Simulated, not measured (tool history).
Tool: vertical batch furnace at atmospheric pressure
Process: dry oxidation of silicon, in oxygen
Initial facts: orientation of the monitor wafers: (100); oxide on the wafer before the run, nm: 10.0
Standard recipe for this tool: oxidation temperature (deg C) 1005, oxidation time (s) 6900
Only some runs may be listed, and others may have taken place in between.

run	hour	oxidation temperature (deg C)	oxidation time (s)	wafers since the last listed run	hours since the last temperature calibration	hours since the boat lift was adjusted	hours since the gauge calibration	read-back reference wafer on the same gauge, thickness	oxide thickness on the monitor wafer (Å)
1	0.0	1005	6900	0	4400.0	2584.7	85.8	63.39	749.8
2	24.1	1005	6900	272	4424.1	2608.8	109.9	63.41	751.6
3	47.5	1005	6900	264	4447.5	2632.2	133.3	63.39	751.8
4	70.4	1015	6900	259	4470.4	2655.1	156.2	63.40	821.4
5	104.1	1005	6900	381	4504.1	2688.8	189.9	63.42	754.3
6	119.5	1005	6900	174	4519.5	2704.2	205.3	63.42	752.0
7	147.6	1005	6900	318	4547.6	2732.3	233.4	63.41	753.4
8	174.3	1005	6900	302	4574.3	2759.0	260.1	63.39	755.3
# hour 216.1: thermocouples replaced and temperature profile calibrated
9	216.6	1005	5940	207	0.5	2801.3	302.4	63.39	645.6
# hour 229.8: gauge calibrated
# hour 251.8: boat lift adjusted
10	252.3	987	3750	132	36.2	0.5	22.5	63.40	408.7
11	257.7	991	9030	61	41.6	5.9	27.9	63.39	750.9
12	278.3	985	3930	233	62.2	26.5	48.5	63.37	414.7
13	302.7	1005	8940	276	86.6	50.9	72.9	63.37	848.1
14	330.8	1005	6900	318	114.7	79.0	101.0	63.39	714.2
15	343.5	1022	6000	143	127.4	91.7	113.7	63.39	759.1
16	371.0	991	8490	311	154.9	119.2	141.2	63.40	720.0
17	404.2	1012	6900	375	188.1	152.4	174.4	63.39	762.3
18	417.0	1005	6900	144	200.9	165.2	187.2	63.41	715.9
19	440.2	997	9120	262	224.1	188.4	210.4	63.39	801.5

Each row is a separate what-if for the run after 19, all from the same tool condition, not one after another. Results?
A	445.7	1005	6900	62	229.6	193.9	215.9	?	?
B	445.7	1027	5250	62	229.6	193.9	215.9	?	?
C	445.7	988	6900	62	229.6	193.9	215.9	?	?
D	445.7	995	4680	62	229.6	193.9	215.9	?	?
E	445.7	1013	7800	62	229.6	193.9	215.9	?	?

run	read-back reference wafer on the same gauge, thickness	oxide thickness on the monitor wafer (Å)
A	63.41	715.8
B	63.41	728.6
C	63.41	612.8
D	63.41	505.8
E	63.41	835.0
With the hidden condition removed and each run's random variation left untouched, the same runs would have given:
run	oxide thickness on the monitor wafer (Å)
A	713.4
B	726.3
C	610.9
D	504.1
E	832.3
